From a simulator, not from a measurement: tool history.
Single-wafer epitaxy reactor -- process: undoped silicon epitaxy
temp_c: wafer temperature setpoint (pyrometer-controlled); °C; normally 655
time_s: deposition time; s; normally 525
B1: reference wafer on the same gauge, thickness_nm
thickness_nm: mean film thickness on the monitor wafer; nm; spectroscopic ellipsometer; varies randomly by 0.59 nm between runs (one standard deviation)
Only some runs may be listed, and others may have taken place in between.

run 1 hour=0.0 | temp_c=655 time_s=525 | B1=101.110 | thickness_nm=112.888
run 2 hour=94.5 | temp_c=655 time_s=525 | B1=100.909 | thickness_nm=113.447
run 3 hour=183.0 | temp_c=660 time_s=525 | B1=101.061 | thickness_nm=128.312
run 4 hour=239.4 | temp_c=655 time_s=525 | B1=100.907 | thickness_nm=113.236
run 5 hour=324.8 | temp_c=646 time_s=525 | B1=100.783 | thickness_nm=90.586
run 6 hour=419.1 | temp_c=655 time_s=525 | B1=101.069 | thickness_nm=112.720
run 7 hour=523.2 | temp_c=655 time_s=525 | B1=100.892 | thickness_nm=113.568
run 8 hour=607.1 | temp_c=655 time_s=525 | B1=101.034 | thickness_nm=113.476
run 9 hour=657.5 | temp_c=655 time_s=471 | B1=101.132 | thickness_nm=101.979
run 10 hour=760.5 | temp_c=655 time_s=471 | B1=101.183 | thickness_nm=102.673
run 11 hour=828.0 | temp_c=655 time_s=471 | B1=101.008 | thickness_nm=101.814
run 12 hour=916.2 | temp_c=655 time_s=449 | B1=100.929 | thickness_nm=97.149
run 13 hour=959.7 | temp_c=655 time_s=449 | B1=101.074 | thickness_nm=97.156
run 14 hour=1009.3 | temp_c=655 time_s=449 | B1=100.969 | thickness_nm=96.985
run 15 hour=1109.7 | temp_c=661 time_s=574 | B1=100.920 | thickness_nm=144.719
run 16 hour=1173.7 | temp_c=664 time_s=626 | B1=100.941 | thickness_nm=168.338
run 17 hour=1275.5 | temp_c=655 time_s=471 | B1=100.996 | thickness_nm=97.114
run 18 hour=1323.7 | temp_c=662 time_s=525 | B1=101.108 | thickness_nm=128.027
run 19 hour=1419.9 | temp_c=670 time_s=495 | B1=100.979 | thickness_nm=146.662
run 20 hour=1479.5 | temp_c=655 time_s=525 | B1=101.068 | thickness_nm=108.826
run 21 hour=1565.6 | temp_c=655 time_s=525 | B1=100.995 | thickness_nm=110.528
run 22 hour=1607.7 | temp_c=663 time_s=567 | B1=100.965 | thickness_nm=144.350
run 23 hour=1657.4 | temp_c=667 time_s=573 | B1=100.983 | thickness_nm=162.051
run 24 hour=1753.1 | temp_c=665 time_s=525 | B1=101.095 | thickness_nm=141.068
run 25 hour=1832.0 | temp_c=655 time_s=597 | B1=100.957 | thickness_nm=125.675
run 26 hour=1873.3 | temp_c=655 time_s=488 | B1=100.784 | thickness_nm=103.196
run 27 hour=1927.8 | temp_c=662 time_s=525 | B1=101.080 | thickness_nm=132.618
run 28 hour=2016.4 | temp_c=669 time_s=618 | B1=101.033 | thickness_nm=183.598
run 29 hour=2097.4 | temp_c=668 time_s=456 | B1=100.927 | thickness_nm=132.217
run 30 hour=2134.9 | temp_c=655 time_s=525 | B1=101.045 | thickness_nm=111.963
run 31 hour=2226.4 | temp_c=655 time_s=525 | B1=100.924 | thickness_nm=110.379

Put back what was entered between runs (2 entries, withheld): which listed runs does each sit between, and how does the hidden state differ from the listed run before to the listed run after?
Logged between run 13 and run 14: gauge calibrated (hour 995.2)
  the hidden state is the same at both runs
  difference, measured minus the result without the unlogged condition, thickness_nm: +3.934 -> +3.942 nm
Logged between run 16 and run 17: pyrometer calibrated (hour 1204.3)
  wafer temperature above the value expected at the setpoint (K): 1.71 -> 0.0702
  difference, measured minus the result without the unlogged condition, thickness_nm: +6.772 -> +0.167 nm
